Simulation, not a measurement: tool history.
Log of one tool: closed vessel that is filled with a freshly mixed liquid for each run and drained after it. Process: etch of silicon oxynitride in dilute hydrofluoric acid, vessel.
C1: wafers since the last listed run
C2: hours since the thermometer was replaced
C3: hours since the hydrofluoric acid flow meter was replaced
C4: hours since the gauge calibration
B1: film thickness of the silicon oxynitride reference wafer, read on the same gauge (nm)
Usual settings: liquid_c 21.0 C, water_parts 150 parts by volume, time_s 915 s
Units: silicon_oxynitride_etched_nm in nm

Run 1, hour 0.0: usual settings but water_parts 120 parts by volume, time_s 740 s; C1 0; C2 1056.5; C3 994.3; C4 410.5; B1 30.01. Result: silicon_oxynitride_etched_nm 7.38 nm.
Run 2, hour 104.8: usual settings but water_parts 120 parts by volume, time_s 740 s; C1 7855; C2 1161.3; C3 1099.1; C4 515.3; B1 30.01. Result: silicon_oxynitride_etched_nm 7.46 nm.
Run 3, hour 191.7: usual settings but water_parts 105 parts by volume, time_s 1285 s; C1 6513; C2 1248.2; C3 1186.0; C4 602.2; B1 29.97. Result: silicon_oxynitride_etched_nm 15.08 nm.
At hour 221.8: thermometer replaced.
Run 4, hour 273.7: usual settings but water_parts 105 parts by volume, time_s 1285 s; C1 6071; C2 51.9; C3 1268.0; C4 684.2; B1 30.03. Result: silicon_oxynitride_etched_nm 15.01 nm.
Run 5, hour 344.0: usual settings; C1 5269; C2 122.2; C3 1338.3; C4 754.5; B1 29.99. Result: silicon_oxynitride_etched_nm 7.09 nm.
Run 6, hour 409.2: usual settings; C1 4887; C2 187.4; C3 1403.5; C4 819.7; B1 30.00. Result: silicon_oxynitride_etched_nm 7.18 nm.
Run 7, hour 463.7: usual settings; C1 4085; C2 241.9; C3 1458.0; C4 874.2; B1 29.99. Result: silicon_oxynitride_etched_nm 7.02 nm.
Run 8, hour 501.4: usual settings but water_parts 130 parts by volume; C1 2825; C2 279.6; C3 1495.7; C4 911.9; B1 29.99. Result: silicon_oxynitride_etched_nm 8.45 nm.
Run 9, hour 549.3: usual settings; C1 3590; C2 327.5; C3 1543.6; C4 959.8; B1 30.01. Result: silicon_oxynitride_etched_nm 7.14 nm.
Run 10, hour 650.2: usual settings; C1 7563; C2 428.4; C3 1644.5; C4 1060.7; B1 29.98. Result: silicon_oxynitride_etched_nm 7.09 nm.
Run 11, hour 716.7: usual settings; C1 4984; C2 494.9; C3 1711.0; C4 1127.2; B1 29.99. Result: silicon_oxynitride_etched_nm 7.03 nm.
At hour 786.3: gauge calibrated.
Run 12, hour 819.4: usual settings; C1 7697; C2 597.6; C3 1813.7; C4 33.1; B1 30.01. Result: silicon_oxynitride_etched_nm 7.06 nm.
Run 13, hour 872.6: usual settings but liquid_c 25.0 C; C1 3987; C2 650.8; C3 1866.9; C4 86.3; B1 29.98. Result: silicon_oxynitride_etched_nm 8.56 nm.
Run 14, hour 938.5: usual settings but liquid_c 25.0 C; C1 4939; C2 716.7; C3 1932.8; C4 152.2; B1 30.01. Result: silicon_oxynitride_etched_nm 8.41 nm.
At hour 998.5: hydrofluoric acid flow meter replaced.
Run 15, hour 1032.0: usual settings; C1 6933; C2 810.2; C3 33.5; C4 245.7; B1 30.02. Result: silicon_oxynitride_etched_nm 6.63 nm.
Run 16, hour 1087.1: usual settings; C1 4130; C2 865.3; C3 88.6; C4 300.8; B1 29.99. Result: silicon_oxynitride_etched_nm 6.65 nm.
Run 17, hour 1138.7: usual settings but liquid_c 23.5 C, water_parts 110 parts by volume, time_s 1385 s; C1 3867; C2 916.9; C3 140.2; C4 352.4; B1 29.98. Result: silicon_oxynitride_etched_nm 15.76 nm.
Run 18, hour 1195.3: usual settings; C1 4242; C2 973.5; C3 196.8; C4 409.0; B1 29.99. Result: silicon_oxynitride_etched_nm 6.61 nm.
Run 19, hour 1284.8: usual settings but water_parts 205 parts by volume, time_s 1360 s; C1 6708; C2 1063.0; C3 286.3; C4 498.5; B1 29.97. Result: silicon_oxynitride_etched_nm 6.89 nm.
At hour 1301.4: hydrofluoric acid flow meter replaced, repeated, since the last time left the tool worse.
Run 20, hour 1388.3: usual settings but liquid_c 17.0 C, water_parts 80 parts by volume, time_s 1190 s; C1 7682; C2 1166.5; C3 86.9; C4 602.0; B1 29.98. Result: silicon_oxynitride_etched_nm 16.01 nm.
Run 21, hour 1446.2: usual settings but time_s 1260 s; C1 4339; C2 1224.4; C3 144.8; C4 659.9; B1 29.99. Result: silicon_oxynitride_etched_nm 10.32 nm.
Run 22, hour 1533.6: usual settings but liquid_c 25.0 C, water_parts 185 parts by volume; C1 6551; C2 1311.8; C3 232.2; C4 747.3; B1 29.99. Result: silicon_oxynitride_etched_nm 7.07 nm.
Run 23, hour 1616.9: usual settings; C1 6243; C2 1395.1; C3 315.5; C4 830.6; B1 30.01. Result: silicon_oxynitride_etched_nm 7.42 nm.
At hour 1653.7: thermometer replaced.
Run 24, hour 1712.5: usual settings but liquid_c 25.5 C, water_parts 215 parts by volume, time_s 615 s; C1 7090; C2 58.8; C3 411.1; C4 926.2; B1 30.03. Result: silicon_oxynitride_etched_nm 4.04 nm.
Run 25, hour 1796.2: usual settings but liquid_c 23.5 C, water_parts 205 parts by volume, time_s 710 s; C1 6273; C2 142.5; C3 494.8; C4 1009.9; B1 30.00. Result: silicon_oxynitride_etched_nm 4.43 nm.
Run 26, hour 1897.4: usual settings; C1 7585; C2 243.7; C3 596.0; C4 1111.1; B1 30.01. Result: silicon_oxynitride_etched_nm 7.34 nm.
Run 27, hour 1955.5: usual settings; C1 4354; C2 301.8; C3 654.1; C4 1169.2; B1 30.00. Result: silicon_oxynitride_etched_nm 7.44 nm.
Run 28, hour 2029.1: usual settings but time_s 770 s; C1 5516; C2 375.4; C3 727.7; C4 1242.8; B1 29.98. Result: silicon_oxynitride_etched_nm 6.16 nm.
Run 29, hour 2081.1: usual settings but liquid_c 23.0 C, water_parts 105 parts by volume, time_s 550 s; C1 3897; C2 427.4; C3 779.7; C4 1294.8; B1 29.98. Result: silicon_oxynitride_etched_nm 7.20 nm.

Forecast each of these 3 alternatives for the next run:
Run A, hour 2082.0: usual settings but liquid_c 24.5 C; C1 67; C2 428.3; C3 780.6; C4 1295.7; B1 ?. Result: silicon_oxynitride_etched_nm ?.
Run B, hour 2082.0: usual settings but liquid_c 18.5 C, water_parts 125 parts by volume; C1 67; C2 428.3; C3 780.6; C4 1295.7; B1 ?. Result: silicon_oxynitride_etched_nm ?.
Run C, hour 2082.0: usual settings but water_parts 170 parts by volume; C1 67; C2 428.3; C3 780.6; C4 1295.7; B1 ?. Result: silicon_oxynitride_etched_nm ?.

run     B1  silicon_oxynitride_etched_nm
  A  29.98                          8.64
  B  29.98                          7.96
  C  29.98                          6.39
Without the tool's hidden state the same runs would have given:
run  silicon_oxynitride_etched_nm
  A                          8.93
  B                          8.22
  C                          6.61
